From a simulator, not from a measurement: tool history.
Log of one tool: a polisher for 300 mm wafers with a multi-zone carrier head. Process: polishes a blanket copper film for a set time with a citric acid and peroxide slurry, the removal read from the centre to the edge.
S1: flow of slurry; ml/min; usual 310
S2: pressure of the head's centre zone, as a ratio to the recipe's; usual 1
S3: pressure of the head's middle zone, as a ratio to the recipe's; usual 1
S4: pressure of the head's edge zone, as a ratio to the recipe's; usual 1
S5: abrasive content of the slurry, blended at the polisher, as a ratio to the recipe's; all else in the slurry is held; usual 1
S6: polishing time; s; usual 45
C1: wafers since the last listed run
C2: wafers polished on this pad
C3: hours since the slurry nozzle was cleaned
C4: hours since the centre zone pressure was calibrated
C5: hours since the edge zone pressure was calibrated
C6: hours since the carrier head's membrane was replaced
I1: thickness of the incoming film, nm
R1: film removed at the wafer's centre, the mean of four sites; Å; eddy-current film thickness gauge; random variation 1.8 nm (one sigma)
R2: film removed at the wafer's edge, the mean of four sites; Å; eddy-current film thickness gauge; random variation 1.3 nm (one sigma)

Run 1, hour 0: usual settings but S1 245 ml/min; C1 0; C2 321; C3 803.3; C4 384; C5 477.3; C6 1102.1; I1 485.8. Result: R1 1787 Å, R2 1853 Å.
At hour 28.7: slurry nozzle cleaned.
Run 2, hour 33.1: usual settings but S1 245 ml/min; C1 288; C2 609; C3 4.4; C4 417.1; C5 510.4; C6 1135.2; I1 479.3. Result: R1 1745 Å, R2 1889 Å.
Run 3, hour 61.8: usual settings but S1 245 ml/min; C1 258; C2 868; C3 33.1; C4 445.8; C5 539.1; C6 1163.9; I1 475.1. Result: R1 1761 Å, R2 1857 Å.
Run 4, hour 95.1: usual settings; C1 299; C2 1167; C3 66.4; C4 479.1; C5 572.4; C6 1197.2; I1 478.5. Result: R1 1799 Å, R2 1906 Å.
At hour 115.6: worn pad replaced by a new one.
Run 5, hour 119.3: usual settings; C1 181; C2 33; C3 90.6; C4 503.3; C5 596.6; C6 1221.4; I1 478.9. Result: R1 1825 Å, R2 1901 Å.
Run 6, hour 149.7: usual settings but S1 370 ml/min; C1 273; C2 307; C3 121; C4 533.7; C5 627; C6 1251.8; I1 473.5. Result: R1 1855 Å, R2 1949 Å.
At hour 178.7: carrier head's membrane replaced by a new one.
Run 7, hour 179.2: usual settings but S1 370 ml/min; C1 220; C2 527; C3 150.5; C4 563.2; C5 656.5; C6 0.5; I1 488.3. Result: R1 1822 Å, R2 1950 Å.
Run 8, hour 198.3: usual settings; C1 171; C2 699; C3 169.6; C4 582.3; C5 675.6; C6 19.6; I1 487.3. Result: R1 1785 Å, R2 1941 Å.
Run 9, hour 222.1: usual settings but S1 360 ml/min, S3 1.1, S5 1.2, S6 40 s; C1 214; C2 913; C3 193.4; C4 606.1; C5 699.4; C6 43.4; I1 478.3. Result: R1 1634 Å, R2 1783 Å.
Run 10, hour 237.8: usual settings but S1 370 ml/min; C1 141; C2 1054; C3 209.1; C4 621.8; C5 715.1; C6 59.1; I1 470.8. Result: R1 1786 Å, R2 1959 Å.
At hour 260.6: edge zone pressure recalibrated.
At hour 264.5: worn pad replaced by a new one.
Run 11, hour 265: usual settings but S2 0.94; C1 191; C2 4; C3 236.3; C4 649; C5 4.4; C6 86.3; I1 482.4. Result: R1 1678 Å, R2 1911 Å.
Run 12, hour 285.4: usual settings but S3 0.96, S4 0.93; C1 183; C2 187; C3 256.7; C4 669.4; C5 24.8; C6 106.7; I1 478.9. Result: R1 1745 Å, R2 1865 Å.
At hour 294.3: centre zone pressure recalibrated.
Run 13, hour 319.6: usual settings but S2 1.05; C1 289; C2 477; C3 290.9; C4 25.3; C5 59; C6 140.9; I1 481.1. Result: R1 1976 Å, R2 1943 Å.
Run 14, hour 332.8: usual settings but S2 0.97, S3 1.12, S5 1.15; C1 118; C2 596; C3 304.1; C4 38.5; C5 72.2; C6 154.1; I1 480.7. Result: R1 1877 Å, R2 1956 Å.
Run 15, hour 348.6: usual settings but S3 1.09, S4 0.88, S5 1.25; C1 142; C2 738; C3 319.9; C4 54.3; C5 88; C6 169.9; I1 489.7. Result: R1 1987 Å, R2 1874 Å.
At hour 382: worn pad replaced by a new one.
Run 16, hour 382.5: usual settings; C1 268; C2 4; C3 353.8; C4 88.2; C5 121.9; C6 203.8; I1 481.1. Result: R1 1837 Å, R2 1927 Å.
Run 17, hour 400.8: usual settings but S4 1.06; C1 164; C2 168; C3 372.1; C4 106.5; C5 140.2; C6 222.1; I1 482.1. Result: R1 1847 Å, R2 1979 Å.
Run 18, hour 417.8: usual settings but S1 230 ml/min, S3 0.91, S4 1.05, S6 54 s; C1 152; C2 321; C3 389.1; C4 123.5; C5 157.2; C6 239.1; I1 479.6. Result: R1 2146 Å, R2 2294 Å.
Run 19, hour 450.4: usual settings but S4 1.04; C1 293; C2 614; C3 421.7; C4 156.1; C5 189.8; C6 271.7; I1 471.1. Result: R1 1899 Å, R2 1939 Å.
Run 20, hour 480.7: usual settings; C1 272; C2 887; C3 452; C4 186.4; C5 220.1; C6 302; I1 478.1. Result: R1 1874 Å, R2 1909 Å.

Measured less the same run without the tool's hidden state. The same run-to-run variation is in both; the gauge's scatter may not be:
The hidden state here: removal rate lost through wear of the pad, %; slurry flow missing at the pad, %; deviation of the centre zone's pressure from its setpoint, %; deviation of the edge zone's pressure from its setpoint, %.
run    R1
  1   -31
  2   -37
  3   -44
  4   -53
  5   -60
  6   -69
  7   -77
  8   -81
  9   -80
 10   -94
 11   -97
 12  -107
 13   +12
 14   +11
 15   +11
 16    +9
 17    +8
 18    +8
 19    +5
 20    +2
R2: 0 in every run.

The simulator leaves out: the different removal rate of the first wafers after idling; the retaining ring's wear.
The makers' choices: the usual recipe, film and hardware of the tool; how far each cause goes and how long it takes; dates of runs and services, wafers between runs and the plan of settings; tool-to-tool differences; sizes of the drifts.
